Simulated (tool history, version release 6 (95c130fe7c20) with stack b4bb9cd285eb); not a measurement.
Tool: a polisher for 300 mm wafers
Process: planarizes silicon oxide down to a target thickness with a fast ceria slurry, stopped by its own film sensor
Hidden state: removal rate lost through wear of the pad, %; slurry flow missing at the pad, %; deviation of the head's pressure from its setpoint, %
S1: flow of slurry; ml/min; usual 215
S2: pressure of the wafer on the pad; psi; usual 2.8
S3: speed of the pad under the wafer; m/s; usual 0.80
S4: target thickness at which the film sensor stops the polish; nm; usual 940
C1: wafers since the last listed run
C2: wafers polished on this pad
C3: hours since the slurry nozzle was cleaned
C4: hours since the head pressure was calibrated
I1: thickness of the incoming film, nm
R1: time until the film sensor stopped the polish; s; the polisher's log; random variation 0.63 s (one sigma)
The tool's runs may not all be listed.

run 1 day=0.000 | S1=215 S2=2.8 S3=0.80 S4=940 | C1=0 C2=1187 C3=175.8 C4=1060.4 | I1=1524.6 | R1=43.9
-- day=0.079 head pressure recalibrated
run 2 day=7.579 | S1=215 S2=2.8 S3=0.80 S4=940 | C1=1864 C2=3052 C3=357.7 C4=180.0 | I1=1537.2 | R1=44.1
run 3 day=9.575 | S1=215 S2=2.8 S3=0.80 S4=1051 | C1=496 C2=3548 C3=405.6 C4=227.9 | I1=1504.4 | R1=32.9
run 4 day=14.588 | S1=215 S2=2.8 S3=0.80 S4=940 | C1=1246 C2=4794 C3=525.9 C4=348.2 | I1=1528.1 | R1=43.2
-- day=14.946 worn pad replaced by a new one
run 5 day=16.421 | S1=215 S2=2.8 S3=0.80 S4=940 | C1=414 C2=366 C3=569.9 C4=392.2 | I1=1517.6 | R1=43.0
-- day=17.196 slurry nozzle cleaned
run 6 day=19.625 | S1=215 S2=2.8 S3=0.80 S4=940 | C1=786 C2=1152 C3=58.3 C4=469.1 | I1=1525.3 | R1=44.2
run 7 day=21.488 | S1=215 S2=2.8 S3=0.80 S4=940 | C1=463 C2=1615 C3=103.0 C4=513.8 | I1=1511.8 | R1=42.3
run 8 day=23.833 | S1=215 S2=2.8 S3=0.80 S4=940 | C1=583 C2=2198 C3=159.3 C4=570.1 | I1=1497.3 | R1=41.6
run 9 day=27.483 | S1=215 S2=2.8 S3=0.80 S4=940 | C1=907 C2=3105 C3=246.9 C4=657.7 | I1=1546.0 | R1=45.0
run 10 day=31.562 | S1=215 S2=2.8 S3=0.80 S4=940 | C1=1014 C2=4119 C3=344.8 C4=755.6 | I1=1488.8 | R1=40.9
run 11 day=34.754 | S1=215 S2=2.8 S3=0.80 S4=940 | C1=793 C2=4913 C3=421.4 C4=832.2 | I1=1530.7 | R1=45.2
-- day=36.483 worn pad replaced by a new one
-- day=36.508 slurry nozzle cleaned
run 12 day=36.962 | S1=215 S2=2.8 S3=0.80 S4=940 | C1=500 C2=112 C3=10.9 C4=885.2 | I1=1512.7 | R1=43.0
run 13 day=41.012 | S1=215 S2=2.8 S3=0.80 S4=940 | C1=1006 C2=1119 C3=108.1 C4=982.4 | I1=1541.3 | R1=44.8
run 14 day=44.596 | S1=215 S2=2.8 S3=0.80 S4=940 | C1=890 C2=2010 C3=194.1 C4=1068.4 | I1=1513.1 | R1=42.2
run 15 day=47.025 | S1=215 S2=2.8 S3=0.80 S4=940 | C1=603 C2=2614 C3=252.4 C4=1126.7 | I1=1518.4 | R1=41.7
run 16 day=50.525 | S1=215 S2=2.8 S3=0.80 S4=940 | C1=870 C2=3484 C3=336.4 C4=1210.7 | I1=1516.6 | R1=43.4
-- day=52.433 head pressure recalibrated
run 17 day=54.762 | S1=215 S2=2.8 S3=0.80 S4=817 | C1=1032 C2=4517 C3=438.1 C4=55.9 | I1=1519.3 | R1=51.2
-- day=55.329 slurry nozzle cleaned
run 18 day=59.162 | S1=290 S2=1.9 S3=1.06 S4=1125 | C1=1083 C2=5600 C3=92.0 C4=161.5 | I1=1521.5 | R1=33.1
-- day=60.525 worn pad replaced by a new one
run 19 day=62.725 | S1=215 S2=2.8 S3=0.80 S4=940 | C1=844 C2=546 C3=177.5 C4=247.0 | I1=1515.3 | R1=42.0
run 20 day=66.521 | S1=215 S2=2.8 S3=0.80 S4=940 | C1=943 C2=1490 C3=268.6 C4=338.1 | I1=1490.9 | R1=41.4
run 21 day=69.950 | S1=215 S2=2.8 S3=0.80 S4=817 | C1=852 C2=2342 C3=350.9 C4=420.4 | I1=1543.9 | R1=54.8
run 22 day=73.754 | S1=215 S2=2.8 S3=0.96 S4=1098 | C1=945 C2=3288 C3=442.2 C4=511.7 | I1=1518.6 | R1=26.5
-- day=75.983 slurry nozzle cleaned
run 23 day=77.029 | S1=270 S2=2.3 S3=0.88 S4=940 | C1=803 C2=4092 C3=25.1 C4=590.3 | I1=1532.0 | R1=48.4
-- day=79.142 worn pad replaced by a new one
run 24 day=79.488 | S1=215 S2=2.8 S3=0.72 S4=940 | C1=569 C2=85 C3=84.1 C4=649.3 | I1=1515.0 | R1=46.5
run 25 day=81.292 | S1=215 S2=2.8 S3=0.80 S4=1035 | C1=448 C2=534 C3=127.4 C4=692.6 | I1=1521.7 | R1=35.4
run 26 day=82.821 | S1=215 S2=3.1 S3=0.98 S4=940 | C1=380 C2=914 C3=164.1 C4=729.3 | I1=1511.8 | R1=32.1
run 27 day=86.721 | S1=215 S2=2.8 S3=0.80 S4=940 | C1=969 C2=1883 C3=257.7 C4=822.9 | I1=1538.9 | R1=46.0
run 28 day=91.167 | S1=145 S2=3.6 S3=0.80 S4=940 | C1=1105 C2=2989 C3=364.4 C4=929.6 | I1=1522.5 | R1=35.6
run 29 day=93.296 | S1=215 S2=2.8 S3=0.80 S4=940 | C1=529 C2=3518 C3=415.5 C4=980.7 | I1=1525.0 | R1=43.2
-- day=97.412 slurry nozzle cleaned
run 30 day=97.725 | S1=215 S2=2.8 S3=0.80 S4=940 | C1=1090 C2=4609 C3=7.5 C4=1087.0 | I1=1529.8 | R1=43.6
-- day=99.821 head pressure recalibrated
-- day=99.958 worn pad replaced by a new one
run 31 day=99.979 | S1=185 S2=2.1 S3=0.60 S4=994 | C1=505 C2=5 C3=61.6 C4=3.8 | I1=1521.9 | R1=66.1
run 32 day=103.804 | S1=215 S2=2.8 S3=0.80 S4=940 | C1=950 C2=956 C3=153.4 C4=95.6 | I1=1490.0 | R1=40.7
run 33 day=106.992 | S1=215 S2=3.2 S3=0.80 S4=1093 | C1=792 C2=1748 C3=229.9 C4=172.1 | I1=1525.3 | R1=28.2

3 ways to go on from here, each from the tool as it stands after run 33. What would each give?
run A day=107.008 | S1=215 S2=3.5 S3=0.80 S4=940 | C1=4 C2=1752 C3=230.3 C4=172.5 | I1=1525.4 | R1=?
run B day=107.008 | S1=280 S2=3.2 S3=0.58 S4=762 | C1=4 C2=1752 C3=230.3 C4=172.5 | I1=1525.4 | R1=?
run C day=107.008 | S1=215 S2=3.7 S3=0.80 S4=810 | C1=4 C2=1752 C3=230.3 C4=172.5 | I1=1525.4 | R1=?

run=A R1=34.6
run=B R1=62.9
run=C R1=40.0
Without the tool's hidden state the same runs would have given:
run=A R1=34.6
run=B R1=62.9
run=C R1=40.0

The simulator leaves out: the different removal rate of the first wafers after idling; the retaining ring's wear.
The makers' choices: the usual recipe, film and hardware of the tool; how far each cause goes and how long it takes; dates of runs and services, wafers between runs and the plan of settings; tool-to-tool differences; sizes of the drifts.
